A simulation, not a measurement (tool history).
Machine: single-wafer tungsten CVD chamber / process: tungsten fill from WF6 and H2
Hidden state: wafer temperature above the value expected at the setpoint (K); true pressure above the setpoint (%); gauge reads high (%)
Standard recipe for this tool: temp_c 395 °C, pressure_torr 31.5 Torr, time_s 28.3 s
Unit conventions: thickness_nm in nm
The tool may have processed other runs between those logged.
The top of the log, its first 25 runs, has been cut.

run    hour  temp_c  pressure_torr  time_s  wafers since the last listed run  hours since the last thermocouple change  hours since the last manometer calibration  hours since the showerhead was replaced  hours since the gauge calibration  read-back reference wafer on the same gauge, thickness_nm  thickness_nm
 26  2180.5     395           29.1    23.0                              1663                                     356.9                                       187.2                                   1364.2                             1028.0                                                     60.708        60.330
 27  2261.2     389           31.5    28.3                              1579                                     437.6                                       267.9                                   1444.9                             1108.7                                                     60.666        67.725
 28  2341.9     405           24.1    26.7                              1579                                     518.3                                       348.6                                   1525.6                             1189.4                                                     60.925        81.396
 29  2395.2     391           29.5    24.0                              1043                                     571.6                                       401.9                                   1578.9                             1242.7                                                     60.947        58.598
 30  2457.4     395           31.5    24.2                              1217                                     633.8                                       464.1                                   1641.1                             1304.9                                                     60.998        65.743
 31  2508.9     407           28.4    28.3                              1008                                     685.3                                       515.6                                   1692.6                             1356.4                                                     60.902        95.669
 32  2615.8     382           29.5    25.0                              2092                                     792.2                                       622.5                                   1799.5                             1463.3                                                     60.974        50.268
 33  2671.7     399           28.8    31.2                              1094                                     848.1                                       678.4                                   1855.4                             1519.2                                                     60.946        89.868
 34  2757.6     395           27.5    33.9                              1681                                     934.0                                       764.3                                   1941.3                             1605.1                                                     60.735        89.351
 35  2815.0     395           26.8    28.3                              1123                                     991.4                                       821.7                                   1998.7                             1662.5                                                     61.040        73.751

3 options for the next run, each taken on its own from the tool as it stands now. Forecast them:
  A  2815.4     395           31.5    28.3                                 7                                     991.8                                       822.1                                   1999.1                             1662.9                                                          ?             ?
  B  2815.4     389           34.0    28.3                                 7                                     991.8                                       822.1                                   1999.1                             1662.9                                                          ?             ?
  C  2815.4     403           26.7    23.8                                 7                                     991.8                                       822.1                                   1999.1                             1662.9                                                          ?             ?

run  read-back reference wafer on the same gauge, thickness_nm  thickness_nm
  A                                                     60.975        77.971
  B                                                     60.975        70.511
  C                                                     60.975        72.688
Take away the tool's hidden state, keep each run's random variation, and the runs would have read:
run  thickness_nm
  A        75.122
  B        67.828
  C        70.194
